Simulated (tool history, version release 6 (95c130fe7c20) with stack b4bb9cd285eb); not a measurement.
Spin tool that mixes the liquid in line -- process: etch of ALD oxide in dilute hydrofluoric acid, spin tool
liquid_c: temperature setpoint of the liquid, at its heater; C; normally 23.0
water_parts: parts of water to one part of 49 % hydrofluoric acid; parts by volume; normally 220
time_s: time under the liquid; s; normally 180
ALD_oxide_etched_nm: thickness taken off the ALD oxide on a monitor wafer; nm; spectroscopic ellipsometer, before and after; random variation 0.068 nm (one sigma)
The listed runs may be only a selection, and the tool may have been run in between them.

| run | day | liquid_c | water_parts | time_s | wafers since the last listed run | hours since the thermometer was replaced | hours since the hydrofluoric acid flow meter was replaced | hours since the gauge calibration | read-back film thickness of the ALD oxide reference wafer, read on the same gauge (nm) | ALD_oxide_etched_nm |
|---|---|---|---|---|---|---|---|---|---|---|
| 1 | 0.000 | 23.0 | 220 | 180 | 0 | 1500.8 | 1666.7 | 116.4 | 49.99 | 9.96 |
| 2 | 0.833 | 23.0 | 220 | 180 | 113 | 1520.8 | 1686.7 | 136.4 | 50.03 | 9.94 |
| 3 | 1.400 | 23.0 | 220 | 180 | 77 | 1534.4 | 1700.3 | 150.0 | 50.00 | 9.94 |
| 4 | 2.329 | 23.0 | 220 | 180 | 126 | 1556.7 | 1722.6 | 172.3 | 50.00 | 9.95 |
| 5 | 3.079 | 23.0 | 220 | 180 | 102 | 1574.7 | 1740.6 | 190.3 | 50.00 | 9.98 |
| 6 | 4.179 | 23.0 | 220 | 180 | 149 | 1601.1 | 1767.0 | 216.7 | 49.99 | 9.91 |
| 7 | 4.946 | 23.0 | 220 | 180 | 104 | 1619.5 | 1785.4 | 235.1 | 50.01 | 9.96 |
| 8 | 6.121 | 23.0 | 220 | 180 | 159 | 1647.7 | 1813.6 | 263.3 | 49.99 | 10.07 |
| 9 | 7.433 | 23.0 | 220 | 180 | 178 | 1679.2 | 1845.1 | 294.8 | 50.01 | 9.95 |
| 10 | 8.871 | 23.0 | 220 | 180 | 195 | 1713.7 | 1879.6 | 329.3 | 49.98 | 10.04 |
| 11 | 9.462 | 21.0 | 220 | 180 | 80 | 1727.9 | 1893.8 | 343.5 | 49.98 | 9.29 |
| 12 | 10.379 | 25.0 | 180 | 180 | 124 | 1749.9 | 1915.8 | 365.5 | 49.99 | 13.66 |
| 13 | 11.408 | 25.5 | 220 | 180 | 140 | 1774.6 | 1940.5 | 390.2 | 50.01 | 10.80 |
| 14 | 12.217 | 25.5 | 220 | 180 | 109 | 1794.0 | 1959.9 | 409.6 | 49.96 | 11.01 |
| 15 | 13.679 | 19.5 | 220 | 270 | 198 | 1829.1 | 1995.0 | 444.7 | 49.97 | 13.20 |
| 16 | 14.508 | 23.0 | 220 | 180 | 112 | 1849.0 | 2014.9 | 464.6 | 50.00 | 9.88 |
| 17 | 15.942 | 20.5 | 220 | 140 | 195 | 1883.4 | 2049.3 | 499.0 | 49.98 | 7.05 |
|  | 16.654 | hydrofluoric acid flow meter replaced |
| 18 | 16.675 | 23.0 | 220 | 180 | 94 | 1901.0 | 0.5 | 516.6 | 49.99 | 9.96 |
|  | 17.921 | thermometer replaced |
| 19 | 20.038 | 23.0 | 220 | 180 | 451 | 50.8 | 81.2 | 597.3 | 49.97 | 10.05 |
| 20 | 21.112 | 18.5 | 300 | 75 | 146 | 76.6 | 107.0 | 623.1 | 49.99 | 2.40 |
| 21 | 22.058 | 23.0 | 285 | 220 | 128 | 99.3 | 129.7 | 645.8 | 49.98 | 8.80 |
| 22 | 22.946 | 25.0 | 220 | 245 | 120 | 120.6 | 151.0 | 667.1 | 50.01 | 14.60 |
| 23 | 23.917 | 23.0 | 180 | 180 | 132 | 143.9 | 174.3 | 690.4 | 49.99 | 12.79 |
|  | 26.517 | gauge calibrated |
| 24 | 27.867 | 19.5 | 325 | 75 | 537 | 238.7 | 269.1 | 32.4 | 50.00 | 2.24 |
| 25 | 28.492 | 23.0 | 220 | 180 | 85 | 253.7 | 284.1 | 47.4 | 50.01 | 10.04 |
| 26 | 29.817 | 21.5 | 220 | 225 | 180 | 285.5 | 315.9 | 79.2 | 49.98 | 11.67 |
| 27 | 30.917 | 26.5 | 265 | 80 | 149 | 311.9 | 342.3 | 105.6 | 49.99 | 3.95 |
| 28 | 33.096 | 19.5 | 220 | 180 | 296 | 364.2 | 394.6 | 157.9 | 50.02 | 8.69 |
| 29 | 33.604 | 21.0 | 135 | 95 | 69 | 376.4 | 406.8 | 170.1 | 49.99 | 8.66 |

4 ways to go on from here, each from the tool as it stands after run 29. What would each give?
| A | 33.625 | 23.0 | 220 | 180 | 2 | 376.9 | 407.3 | 170.6 | ? | ? |
| B | 33.625 | 25.5 | 180 | 210 | 2 | 376.9 | 407.3 | 170.6 | ? | ? |
| C | 33.625 | 19.0 | 220 | 180 | 2 | 376.9 | 407.3 | 170.6 | ? | ? |
| D | 33.625 | 26.5 | 305 | 210 | 2 | 376.9 | 407.3 | 170.6 | ? | ? |

| run | read-back film thickness of the ALD oxide reference wafer, read on the same gauge (nm) | ALD_oxide_etched_nm |
|---|---|---|
| A | 50.01 | 10.00 |
| B | 50.01 | 16.32 |
| C | 50.01 | 8.59 |
| D | 50.01 | 8.72 |
Take away the tool's hidden state, keep each run's random variation, and the runs would have read:
| run | ALD_oxide_etched_nm |
|---|---|
| A | 10.00 |
| B | 16.32 |
| C | 8.59 |
| D | 8.72 |
